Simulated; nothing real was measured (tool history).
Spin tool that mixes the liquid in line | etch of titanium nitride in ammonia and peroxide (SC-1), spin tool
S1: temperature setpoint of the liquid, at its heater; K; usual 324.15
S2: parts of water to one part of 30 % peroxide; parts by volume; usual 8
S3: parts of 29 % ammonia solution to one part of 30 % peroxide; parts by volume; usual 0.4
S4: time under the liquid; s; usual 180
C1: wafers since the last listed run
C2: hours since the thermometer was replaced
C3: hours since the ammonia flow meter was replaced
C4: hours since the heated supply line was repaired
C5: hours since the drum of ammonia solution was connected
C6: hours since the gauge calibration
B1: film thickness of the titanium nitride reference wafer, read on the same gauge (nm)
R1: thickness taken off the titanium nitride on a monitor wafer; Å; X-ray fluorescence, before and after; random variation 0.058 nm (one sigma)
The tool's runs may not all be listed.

run    hour      S1    S2   S3   S4    C1      C2      C3      C4     C5     C6     B1     R1
  1       0  324.15     8  0.4  180     0   962.8  1541.7    2218  226.8  427.9  80.97   77.9
  2    50.9  324.15     8  0.4  255   403  1013.7  1592.6  2268.9  277.7  478.8  81.09    112
       65.2  -- new drum of ammonia solution connected
  3   145.5  324.15     8  0.4  255   742  1108.3  1687.2  2363.5   80.3  573.4  81.36  110.9
  4   215.1  324.15     8  0.4  255   552  1177.9  1756.8  2433.1  149.9    643  81.64    111
  5   277.5  324.15     8  0.4  180   495  1240.3  1819.2  2495.5  212.3  705.4  81.85   79.4
  6   382.1  324.15     8  0.4  180   829  1344.9  1923.8  2600.1  316.9    810  82.34   78.7
        386  -- new drum of ammonia solution connected
        406  -- thermometer replaced
      428.6  -- gauge calibrated
  7   434.1  324.15     8  0.4  180   396    28.1  1975.8  2652.1   48.1    5.5  79.84   76.9
      482.8  -- ammonia flow meter replaced
      516.3  -- heated supply line repaired
  8   676.6  324.15     8  0.3  230  1907   270.6   193.8   160.3  290.6    248  80.03   94.7
      705.6  -- new drum of ammonia solution connected
  9   753.2  324.15     8  0.4  180   599   347.2   270.4   236.9   47.6  324.6  80.16   77.2
 10   852.1  324.15     8  0.4  180   784   446.1   369.3   335.8  146.5  423.5  80.37   77.5
 11   945.9  332.15     8  0.4   95   744   539.9   463.1   429.6  240.3  517.3  80.63   70.2
      972.6  -- new drum of ammonia solution connected
 12  1036.7  324.15  10.5  0.6  180   712   630.7   553.9   520.4   64.1  608.1  80.91   72.9
 13  1081.2  324.15    11  0.4  180   353   675.2   598.4   564.9  108.6  652.6   81.1   65.8
 14  1175.1  324.15     8  0.4  145   744   769.1   692.3   658.8  202.5  746.5  81.43   63.2

Forecast each of these 4 alternatives for the next run:
  A  1175.6  332.15    8  0.4  180   3  769.6  692.8  659.3  203  747   ?   ?
  B  1175.6  324.15    5  0.5  180   3  769.6  692.8  659.3  203  747   ?   ?
  C  1175.6  324.15  9.5  0.4  180   3  769.6  692.8  659.3  203  747   ?   ?
  D  1175.6  315.15    8  0.5  180   3  769.6  692.8  659.3  203  747   ?   ?

run     B1     R1
  A  81.46    135
  B  81.46  102.6
  C  81.46   71.9
  D  81.46     43
Without the tool's hidden state the same runs would have given:
run     R1
  A  132.6
  B  100.7
  C   70.6
  D   42.3

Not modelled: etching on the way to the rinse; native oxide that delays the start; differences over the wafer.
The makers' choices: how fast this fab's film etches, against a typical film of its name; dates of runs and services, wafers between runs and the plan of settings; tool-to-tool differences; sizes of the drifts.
